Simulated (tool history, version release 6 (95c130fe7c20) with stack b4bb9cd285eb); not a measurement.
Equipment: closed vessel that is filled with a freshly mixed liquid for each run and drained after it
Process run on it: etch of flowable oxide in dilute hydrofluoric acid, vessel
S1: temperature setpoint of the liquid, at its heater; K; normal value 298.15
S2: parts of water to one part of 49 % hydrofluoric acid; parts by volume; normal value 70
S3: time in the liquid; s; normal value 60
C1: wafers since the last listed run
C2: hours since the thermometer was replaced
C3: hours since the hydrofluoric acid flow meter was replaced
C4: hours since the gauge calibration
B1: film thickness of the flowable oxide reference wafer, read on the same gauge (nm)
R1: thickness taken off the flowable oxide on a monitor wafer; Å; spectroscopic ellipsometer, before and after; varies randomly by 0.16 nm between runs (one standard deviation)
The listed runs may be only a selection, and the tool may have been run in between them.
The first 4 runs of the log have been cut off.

{"run": 5, "hour": 317.6, "S1": 298.15, "S2": 70, "S3": 60, "C1": 23348, "C2": 2943.6, "C3": 235.5, "C4": 1297.7, "B1": 120, "R1": 224.4}
{"run": 6, "hour": 388.3, "S1": 298.15, "S2": 70, "S3": 60, "C1": 8341, "C2": 3014.3, "C3": 306.2, "C4": 1368.4, "B1": 119.98, "R1": 221.9}
{"hour": 406.1, "done": "thermometer replaced"}
{"run": 7, "hour": 412.9, "S1": 298.15, "S2": 70, "S3": 60, "C1": 2784, "C2": 6.8, "C3": 330.8, "C4": 1393, "B1": 120.05, "R1": 233.5}
{"run": 8, "hour": 471.5, "S1": 298.15, "S2": 60, "S3": 40, "C1": 6913, "C2": 65.4, "C3": 389.4, "C4": 1451.6, "B1": 119.99, "R1": 182.3}
{"run": 9, "hour": 533.2, "S1": 298.15, "S2": 60, "S3": 40, "C1": 7279, "C2": 127.1, "C3": 451.1, "C4": 1513.3, "B1": 119.95, "R1": 181.9}
{"run": 10, "hour": 581.0, "S1": 298.15, "S2": 60, "S3": 40, "C1": 5639, "C2": 174.9, "C3": 498.9, "C4": 1561.1, "B1": 120.03, "R1": 183.1}
{"run": 11, "hour": 614.5, "S1": 298.15, "S2": 95, "S3": 60, "C1": 3952, "C2": 208.4, "C3": 532.4, "C4": 1594.6, "B1": 120.01, "R1": 165.8}
{"run": 12, "hour": 683.9, "S1": 298.15, "S2": 70, "S3": 60, "C1": 8187, "C2": 277.8, "C3": 601.8, "C4": 1664, "B1": 120.04, "R1": 233.2}
{"run": 13, "hour": 749.1, "S1": 298.15, "S2": 50, "S3": 60, "C1": 7692, "C2": 343, "C3": 667, "C4": 1729.2, "B1": 120.01, "R1": 336.3}
{"run": 14, "hour": 798.1, "S1": 293.65, "S2": 35, "S3": 30, "C1": 5781, "C2": 392, "C3": 716, "C4": 1778.2, "B1": 120.01, "R1": 203.1}
{"run": 15, "hour": 864.8, "S1": 296.15, "S2": 40, "S3": 75, "C1": 7869, "C2": 458.7, "C3": 782.7, "C4": 1844.9, "B1": 120, "R1": 484.3}
{"run": 16, "hour": 932.2, "S1": 298.15, "S2": 70, "S3": 60, "C1": 7951, "C2": 526.1, "C3": 850.1, "C4": 1912.3, "B1": 120.01, "R1": 231.3}
{"run": 17, "hour": 976.8, "S1": 296.15, "S2": 85, "S3": 60, "C1": 5261, "C2": 570.7, "C3": 894.7, "C4": 1956.9, "B1": 120.02, "R1": 175.3}
{"run": 18, "hour": 1004.4, "S1": 298.15, "S2": 100, "S3": 30, "C1": 3256, "C2": 598.3, "C3": 922.3, "C4": 1984.5, "B1": 120, "R1": 78.1}
{"hour": 1056.9, "done": "gauge calibrated"}
{"run": 19, "hour": 1073.0, "S1": 298.15, "S2": 40, "S3": 50, "C1": 8093, "C2": 666.9, "C3": 990.9, "C4": 16.1, "B1": 119.99, "R1": 349.8}
{"run": 20, "hour": 1103.4, "S1": 293.15, "S2": 70, "S3": 60, "C1": 3586, "C2": 697.3, "C3": 1021.3, "C4": 46.5, "B1": 119.96, "R1": 188.4}
{"run": 21, "hour": 1133.9, "S1": 298.15, "S2": 70, "S3": 60, "C1": 3598, "C2": 727.8, "C3": 1051.8, "C4": 77, "B1": 120, "R1": 233.7}

Run 22 is up next; what results do you expect?
{"run": 22, "hour": 1159.1, "S1": 294.15, "S2": 70, "S3": 60, "C1": 2973, "C2": 753, "C3": 1077, "C4": 102.2, "B1": "?", "R1": "?"}

B1: 120
R1: 196.9 Å
On a tool with no hidden condition, and with the same random variation, this run would have come out at R1 199.4 Å.

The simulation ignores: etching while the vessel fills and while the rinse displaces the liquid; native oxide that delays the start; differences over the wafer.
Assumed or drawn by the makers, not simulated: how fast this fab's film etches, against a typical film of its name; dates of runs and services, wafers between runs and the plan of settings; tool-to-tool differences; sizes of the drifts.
